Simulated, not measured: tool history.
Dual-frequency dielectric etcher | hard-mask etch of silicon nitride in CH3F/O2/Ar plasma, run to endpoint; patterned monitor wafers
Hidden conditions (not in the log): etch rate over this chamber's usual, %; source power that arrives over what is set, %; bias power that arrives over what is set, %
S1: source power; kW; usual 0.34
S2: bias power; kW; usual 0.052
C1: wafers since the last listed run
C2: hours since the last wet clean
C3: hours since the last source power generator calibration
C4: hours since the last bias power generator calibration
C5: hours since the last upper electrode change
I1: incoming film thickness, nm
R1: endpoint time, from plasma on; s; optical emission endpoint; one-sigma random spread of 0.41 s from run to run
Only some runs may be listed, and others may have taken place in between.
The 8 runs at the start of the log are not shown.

| run | hour | S1 | S2 | C1 | C2 | C3 | C4 | C5 | I1 | R1 |
|---|---|---|---|---|---|---|---|---|---|---|
|  | 615.8 | wet clean of the chamber |
| 9 | 649.6 | 0.34 | 0.046 | 945 | 33.8 | 284.7 | 2534.5 | 250.7 | 38.07 | 64.5 |
| 10 | 731.6 | 0.34 | 0.046 | 1242 | 115.8 | 366.7 | 2616.5 | 332.7 | 38.46 | 63.6 |
| 11 | 775.3 | 0.34 | 0.06 | 662 | 159.5 | 410.4 | 2660.2 | 376.4 | 38.77 | 59.2 |
|  | 853.4 | bias power generator calibrated |
| 12 | 868.2 | 0.34 | 0.06 | 1347 | 252.4 | 503.3 | 14.8 | 469.3 | 38.24 | 57.7 |
| 13 | 967.7 | 0.34 | 0.06 | 1507 | 351.9 | 602.8 | 114.3 | 568.8 | 38.07 | 56.9 |
| 14 | 1025.3 | 0.27 | 0.039 | 872 | 409.5 | 660.4 | 171.9 | 626.4 | 38.44 | 70.9 |
| 15 | 1108.2 | 0.39 | 0.059 | 1256 | 492.4 | 743.3 | 254.8 | 709.3 | 38.68 | 54.5 |
| 16 | 1155 | 0.38 | 0.064 | 709 | 539.2 | 790.1 | 301.6 | 756.1 | 38.02 | 51.9 |
| 17 | 1244.3 | 0.27 | 0.042 | 1353 | 628.5 | 879.4 | 390.9 | 845.4 | 38.23 | 68.1 |
| 18 | 1296.3 | 0.39 | 0.04 | 787 | 680.5 | 931.4 | 442.9 | 897.4 | 38.27 | 61.3 |
|  | 1334.6 | wet clean of the chamber |
| 19 | 1372.1 | 0.34 | 0.052 | 784 | 37.5 | 1007.2 | 518.7 | 973.2 | 38.26 | 62 |
| 20 | 1409.3 | 0.27 | 0.059 | 563 | 74.7 | 1044.4 | 555.9 | 1010.4 | 38.2 | 62.9 |
| 21 | 1470.4 | 0.34 | 0.052 | 925 | 135.8 | 1105.5 | 617 | 1071.5 | 38.08 | 61.5 |
| 22 | 1555.3 | 0.37 | 0.039 | 1286 | 220.7 | 1190.4 | 701.9 | 1156.4 | 38.33 | 65.4 |
| 23 | 1608 | 0.34 | 0.052 | 798 | 273.4 | 1243.1 | 754.6 | 1209.1 | 38.07 | 61.1 |
| 24 | 1674.3 | 0.38 | 0.047 | 1004 | 339.7 | 1309.4 | 820.9 | 1275.4 | 38.37 | 60.3 |
| 25 | 1734 | 0.38 | 0.04 | 904 | 399.4 | 1369.1 | 880.6 | 1335.1 | 38.11 | 63.6 |
| 26 | 1808.4 | 0.27 | 0.043 | 1127 | 473.8 | 1443.5 | 955 | 1409.5 | 38.17 | 68.4 |
| 27 | 1887.1 | 0.34 | 0.052 | 1192 | 552.5 | 1522.2 | 1033.7 | 1488.2 | 38.46 | 59.1 |
| 28 | 1938.6 | 0.34 | 0.064 | 780 | 604 | 1573.7 | 1085.2 | 1539.7 | 38.1 | 54.3 |
|  | 1998.4 | wet clean of the chamber |
| 29 | 2040.9 | 0.34 | 0.052 | 1186 | 42.5 | 1676 | 1187.5 | 1642 | 38.15 | 60.9 |
| 30 | 2138.6 | 0.34 | 0.047 | 1480 | 140.2 | 1773.7 | 1285.2 | 1739.7 | 38.18 | 61.9 |

Run 31 has not been measured yet. What should we expect?
| 31 | 2203.2 | 0.4 | 0.046 | 978 | 204.8 | 1838.3 | 1349.8 | 1804.3 | 38 | ? |

{"run 31": {"R1": 59.5}}
Had the tool carried no hidden state, the very same run would have given R1 60.9 s.
